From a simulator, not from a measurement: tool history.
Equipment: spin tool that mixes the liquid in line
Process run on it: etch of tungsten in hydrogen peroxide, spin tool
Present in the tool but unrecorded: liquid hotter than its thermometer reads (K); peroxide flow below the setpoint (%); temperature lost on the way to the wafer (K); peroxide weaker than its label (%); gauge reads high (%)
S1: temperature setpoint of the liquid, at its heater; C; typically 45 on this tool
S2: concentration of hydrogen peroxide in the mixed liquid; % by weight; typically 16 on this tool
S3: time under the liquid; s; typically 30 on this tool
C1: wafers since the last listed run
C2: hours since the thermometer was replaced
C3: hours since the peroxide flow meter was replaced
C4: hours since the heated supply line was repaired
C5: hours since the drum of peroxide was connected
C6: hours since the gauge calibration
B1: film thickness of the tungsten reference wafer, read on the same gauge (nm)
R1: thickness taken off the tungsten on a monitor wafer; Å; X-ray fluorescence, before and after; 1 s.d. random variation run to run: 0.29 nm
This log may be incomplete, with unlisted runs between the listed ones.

| run | hour | S1 | S2 | S3 | C1 | C2 | C3 | C4 | C5 | C6 | B1 | R1 |
|---|---|---|---|---|---|---|---|---|---|---|---|---|
| 1 | 0 | 45 | 16 | 30 | 0 | 2505.9 | 674.7 | 20.5 | 969 | 309.1 | 99.98 | 379.1 |
| 2 | 6.6 | 45 | 16 | 30 | 78 | 2512.5 | 681.3 | 27.1 | 975.6 | 315.7 | 100.01 | 386.3 |
| 3 | 13.5 | 45 | 16 | 20 | 82 | 2519.4 | 688.2 | 34 | 982.5 | 322.6 | 100.01 | 254.9 |
| 4 | 30.8 | 50 | 13 | 20 | 206 | 2536.7 | 705.5 | 51.3 | 999.8 | 339.9 | 99.97 | 312.8 |
| 5 | 47.9 | 39 | 16 | 30 | 204 | 2553.8 | 722.6 | 68.4 | 1016.9 | 357 | 99.99 | 258.4 |
|  | 63.4 | thermometer replaced |
| 6 | 65.2 | 48 | 18.5 | 35 | 194 | 1.8 | 739.9 | 85.7 | 1034.2 | 374.3 | 100 | 576 |
| 7 | 80.7 | 52 | 16 | 45 | 185 | 17.3 | 755.4 | 101.2 | 1049.7 | 389.8 | 99.96 | 869.4 |
| 8 | 94.3 | 45 | 16 | 30 | 162 | 30.9 | 769 | 114.8 | 1063.3 | 403.4 | 100.01 | 379.7 |
|  | 98.7 | gauge calibrated |
|  | 105.1 | peroxide flow meter replaced |
| 9 | 105.4 | 45 | 18.5 | 30 | 120 | 42 | 0.3 | 125.9 | 1074.4 | 6.7 | 99.98 | 411.7 |
| 10 | 122.3 | 45 | 16 | 30 | 201 | 58.9 | 17.2 | 142.8 | 1091.3 | 23.6 | 100 | 385.4 |
| 11 | 136.7 | 52.5 | 16 | 30 | 171 | 73.3 | 31.6 | 157.2 | 1105.7 | 38 | 99.98 | 613 |
| 12 | 146.6 | 42 | 16 | 40 | 118 | 83.2 | 41.5 | 167.1 | 1115.6 | 47.9 | 99.97 | 420.5 |
| 13 | 155.3 | 39.5 | 12 | 15 | 103 | 91.9 | 50.2 | 175.8 | 1124.3 | 56.6 | 100.03 | 117.6 |
|  | 169.8 | new drum of peroxide connected |
| 14 | 170.8 | 52.5 | 13.5 | 40 | 173 | 107.4 | 65.7 | 191.3 | 1 | 72.1 | 99.95 | 743.6 |
| 15 | 181.9 | 42 | 18 | 30 | 132 | 118.5 | 76.8 | 202.4 | 12.1 | 83.2 | 100.02 | 334.7 |
| 16 | 193.9 | 42.5 | 16 | 15 | 143 | 130.5 | 88.8 | 214.4 | 24.1 | 95.2 | 99.96 | 163.5 |
| 17 | 209.3 | 45 | 21 | 30 | 183 | 145.9 | 104.2 | 229.8 | 39.5 | 110.6 | 100 | 440.8 |

Run 18 comes next. What will it give?
| 18 | 220.1 | 42.5 | 18 | 30 | 128 | 156.7 | 115 | 240.6 | 50.3 | 121.4 | ? | ? |

B1: 100.06
R1: 349.8 Å
Without the tool's hidden state the same run would have given R1 349.8 Å.

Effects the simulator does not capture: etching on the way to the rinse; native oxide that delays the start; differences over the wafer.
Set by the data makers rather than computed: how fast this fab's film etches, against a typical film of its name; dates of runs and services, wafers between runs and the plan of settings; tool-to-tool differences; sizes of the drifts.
